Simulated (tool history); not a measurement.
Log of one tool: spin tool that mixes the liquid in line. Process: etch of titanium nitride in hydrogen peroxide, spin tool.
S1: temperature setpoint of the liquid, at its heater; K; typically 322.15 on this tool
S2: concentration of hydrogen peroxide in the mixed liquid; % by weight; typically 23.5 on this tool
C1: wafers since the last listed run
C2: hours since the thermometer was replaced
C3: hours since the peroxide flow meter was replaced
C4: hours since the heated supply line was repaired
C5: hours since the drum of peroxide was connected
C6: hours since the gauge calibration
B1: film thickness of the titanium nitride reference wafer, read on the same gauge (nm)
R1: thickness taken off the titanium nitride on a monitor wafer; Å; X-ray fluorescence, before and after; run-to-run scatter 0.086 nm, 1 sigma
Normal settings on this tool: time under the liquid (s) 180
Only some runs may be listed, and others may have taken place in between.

{"run": 1, "day": 0.0, "S1": 322.15, "S2": 23.5, "time under the liquid (s)": 180, "C1": 0, "C2": 1242.5, "C3": 1025.9, "C4": 528.9, "C5": 1151.9, "C6": 1178.4, "B1": 100, "R1": 100.9}
{"run": 2, "day": 2.058, "S1": 322.15, "S2": 23.5, "time under the liquid (s)": 180, "C1": 219, "C2": 1291.9, "C3": 1075.3, "C4": 578.3, "C5": 1201.3, "C6": 1227.8, "B1": 100, "R1": 99.9}
{"day": 2.3, "done": "peroxide flow meter replaced"}
{"run": 3, "day": 3.2, "S1": 315.65, "S2": 21.5, "time under the liquid (s)": 180, "C1": 117, "C2": 1319.3, "C3": 21.6, "C4": 605.7, "C5": 1228.7, "C6": 1255.2, "B1": 100.02, "R1": 62.9}
{"run": 4, "day": 5.896, "S1": 315.65, "S2": 21.5, "time under the liquid (s)": 180, "C1": 288, "C2": 1384, "C3": 86.3, "C4": 670.4, "C5": 1293.4, "C6": 1319.9, "B1": 100, "R1": 61.3}
{"day": 6.708, "done": "new drum of peroxide connected"}
{"run": 5, "day": 9.267, "S1": 319.65, "S2": 23.5, "time under the liquid (s)": 180, "C1": 355, "C2": 1464.9, "C3": 167.2, "C4": 751.3, "C5": 61.4, "C6": 1400.8, "B1": 99.98, "R1": 84.8}
{"day": 9.788, "done": "thermometer replaced"}
{"run": 6, "day": 10.279, "S1": 319.65, "S2": 23.5, "time under the liquid (s)": 180, "C1": 103, "C2": 11.8, "C3": 191.5, "C4": 775.6, "C5": 85.7, "C6": 1425.1, "B1": 100, "R1": 85}
{"run": 7, "day": 13.092, "S1": 319.65, "S2": 23.5, "time under the liquid (s)": 180, "C1": 300, "C2": 79.3, "C3": 259, "C4": 843.1, "C5": 153.2, "C6": 1492.6, "B1": 100, "R1": 85.6}
{"run": 8, "day": 14.204, "S1": 312.15, "S2": 29.5, "time under the liquid (s)": 80, "C1": 118, "C2": 106, "C3": 285.7, "C4": 869.8, "C5": 179.9, "C6": 1519.3, "B1": 100, "R1": 22.1}
{"run": 9, "day": 15.525, "S1": 326.15, "S2": 26.5, "time under the liquid (s)": 220, "C1": 141, "C2": 137.7, "C3": 317.4, "C4": 901.5, "C5": 211.6, "C6": 1551, "B1": 100.01, "R1": 167.9}
{"day": 15.8, "done": "gauge calibrated"}
{"run": 10, "day": 17.088, "S1": 329.65, "S2": 25.5, "time under the liquid (s)": 105, "C1": 166, "C2": 175.2, "C3": 354.9, "C4": 939, "C5": 249.1, "C6": 30.9, "B1": 100.01, "R1": 102.3}
{"run": 11, "day": 19.35, "S1": 322.15, "S2": 23.5, "time under the liquid (s)": 180, "C1": 241, "C2": 229.5, "C3": 409.2, "C4": 993.3, "C5": 303.4, "C6": 85.2, "B1": 99.99, "R1": 100.7}
{"day": 20.35, "done": "heated supply line repaired"}
{"run": 12, "day": 20.788, "S1": 322.15, "S2": 19.5, "time under the liquid (s)": 180, "C1": 149, "C2": 264, "C3": 443.7, "C4": 10.5, "C5": 337.9, "C6": 119.7, "B1": 99.99, "R1": 100.6}
{"run": 13, "day": 23.475, "S1": 326.15, "S2": 26.5, "time under the liquid (s)": 180, "C1": 287, "C2": 328.5, "C3": 508.2, "C4": 75, "C5": 402.4, "C6": 184.2, "B1": 99.99, "R1": 141.9}
{"run": 14, "day": 25.125, "S1": 314.15, "S2": 19.5, "time under the liquid (s)": 180, "C1": 176, "C2": 368.1, "C3": 547.8, "C4": 114.6, "C5": 442, "C6": 223.8, "B1": 100.01, "R1": 54.8}
{"run": 15, "day": 26.833, "S1": 331.15, "S2": 30, "time under the liquid (s)": 180, "C1": 182, "C2": 409.1, "C3": 588.8, "C4": 155.6, "C5": 483, "C6": 264.8, "B1": 100.01, "R1": 205.9}
{"run": 16, "day": 28.208, "S1": 312.15, "S2": 17, "time under the liquid (s)": 180, "C1": 146, "C2": 442.1, "C3": 621.8, "C4": 188.6, "C5": 516, "C6": 297.8, "B1": 100, "R1": 44.8}
{"run": 17, "day": 30.492, "S1": 330.65, "S2": 19.5, "time under the liquid (s)": 90, "C1": 244, "C2": 496.9, "C3": 676.6, "C4": 243.4, "C5": 570.8, "C6": 352.6, "B1": 100.02, "R1": 89.9}
{"run": 18, "day": 32.546, "S1": 322.15, "S2": 23.5, "time under the liquid (s)": 180, "C1": 219, "C2": 546.2, "C3": 725.9, "C4": 292.7, "C5": 620.1, "C6": 401.9, "B1": 100.01, "R1": 101.6}
{"run": 19, "day": 34.654, "S1": 329.65, "S2": 25.5, "time under the liquid (s)": 105, "C1": 225, "C2": 596.8, "C3": 776.5, "C4": 343.3, "C5": 670.7, "C6": 452.5, "B1": 100, "R1": 101.9}
{"run": 20, "day": 36.3, "S1": 322.15, "S2": 28.5, "time under the liquid (s)": 290, "C1": 175, "C2": 636.3, "C3": 816, "C4": 382.8, "C5": 710.2, "C6": 492, "B1": 100, "R1": 171.5}
{"run": 21, "day": 37.796, "S1": 322.15, "S2": 18, "time under the liquid (s)": 150, "C1": 159, "C2": 672.2, "C3": 851.9, "C4": 418.7, "C5": 746.1, "C6": 527.9, "B1": 99.97, "R1": 80.3}
{"run": 22, "day": 39.175, "S1": 330.15, "S2": 18, "time under the liquid (s)": 255, "C1": 147, "C2": 705.3, "C3": 885, "C4": 451.8, "C5": 779.2, "C6": 561, "B1": 100.01, "R1": 239.7}
{"run": 23, "day": 41.988, "S1": 322.15, "S2": 23.5, "time under the liquid (s)": 180, "C1": 300, "C2": 772.8, "C3": 952.5, "C4": 519.3, "C5": 846.7, "C6": 628.5, "B1": 100, "R1": 101.1}
{"run": 24, "day": 43.679, "S1": 314.65, "S2": 26, "time under the liquid (s)": 245, "C1": 180, "C2": 813.4, "C3": 993.1, "C4": 559.9, "C5": 887.3, "C6": 669.1, "B1": 99.98, "R1": 79.3}

Each row is a separate what-if for the run after 24, all from the same tool condition, not one after another. Results?
{"run": "A", "day": 43.7, "S1": 322.15, "S2": 23.5, "time under the liquid (s)": 180, "C1": 2, "C2": 813.9, "C3": 993.6, "C4": 560.4, "C5": 887.8, "C6": 669.6, "B1": "?", "R1": "?"}
{"run": "B", "day": 43.7, "S1": 326.15, "S2": 29, "time under the liquid (s)": 180, "C1": 2, "C2": 813.9, "C3": 993.6, "C4": 560.4, "C5": 887.8, "C6": 669.6, "B1": "?", "R1": "?"}
{"run": "C", "day": 43.7, "S1": 322.15, "S2": 23.5, "time under the liquid (s)": 255, "C1": 2, "C2": 813.9, "C3": 993.6, "C4": 560.4, "C5": 887.8, "C6": 669.6, "B1": "?", "R1": "?"}
{"run": "D", "day": 43.7, "S1": 328.15, "S2": 23.5, "time under the liquid (s)": 180, "C1": 2, "C2": 813.9, "C3": 993.6, "C4": 560.4, "C5": 887.8, "C6": 669.6, "B1": "?", "R1": "?"}
{"run": "E", "day": 43.7, "S1": 326.65, "S2": 25.5, "time under the liquid (s)": 150, "C1": 2, "C2": 813.9, "C3": 993.6, "C4": 560.4, "C5": 887.8, "C6": 669.6, "B1": "?", "R1": "?"}

run=A B1=99.98 R1=99.8
run=B B1=99.98 R1=139.3
run=C B1=99.98 R1=141.4
run=D B1=99.98 R1=153.3
run=E B1=99.98 R1=117
Without the tool's unlogged condition, the same runs would have read:
run=A R1=105.1
run=B R1=146.7
run=C R1=148.9
run=D R1=161.3
run=E R1=123.1

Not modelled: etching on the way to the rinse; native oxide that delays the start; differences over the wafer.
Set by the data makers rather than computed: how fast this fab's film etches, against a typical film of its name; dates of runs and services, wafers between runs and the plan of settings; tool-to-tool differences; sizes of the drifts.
